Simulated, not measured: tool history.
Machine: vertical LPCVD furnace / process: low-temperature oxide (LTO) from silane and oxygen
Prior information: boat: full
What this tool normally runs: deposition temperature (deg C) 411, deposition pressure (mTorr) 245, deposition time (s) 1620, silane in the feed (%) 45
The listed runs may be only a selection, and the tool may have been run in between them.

run	hour	deposition temperature (deg C)	deposition pressure (mTorr)	deposition time (s)	silane in the feed (%)	read-back reference wafer on the same gauge, thickness	film thickness on the monitor wafer in the middle of the boat (angstrom)
1	0.0	411	245	1620	45	335.85	3443.0
2	85.7	411	245	1620	45	335.85	3428.0
3	184.3	411	245	1620	45	336.19	3424.0
4	252.0	411	245	1620	45	335.97	3442.7
5	343.4	411	245	1620	50	336.07	3750.2
6	380.1	411	245	1620	50	336.00	3791.2
# hour 449.6: silane flow controller replaced
7	467.8	411	245	1620	45	336.12	3423.0
8	514.5	411	270	1620	45	336.01	3777.9
9	563.9	411	300	1620	36	336.05	3265.1
# hour 623.2: thermocouples replaced and temperature profile calibrated
10	623.7	411	245	1620	45	336.07	3388.4
11	694.3	407	205	1620	45	336.28	2719.4
12	741.5	411	300	1050	45	336.02	2699.5
13	796.1	411	245	2100	45	335.93	4410.5
14	854.0	411	190	1620	45	335.99	2638.9
15	941.0	411	245	1410	45	335.89	2957.1
16	1027.9	411	215	990	48	336.02	1933.5
17	1122.3	419	190	1920	42	335.95	3150.4
18	1159.8	400	245	1200	45	335.89	2247.8

Predict the results of run 19:
19	1206.1	411	245	2040	39	?	?

read-back reference wafer on the same gauge, thickness: 335.66
film thickness on the monitor wafer in the middle of the boat (angstrom): 3669.2
If the tool had no hidden condition, the same run with the same run-to-run variation would have returned film thickness on the monitor wafer in the middle of the boat (angstrom) 3660.7.
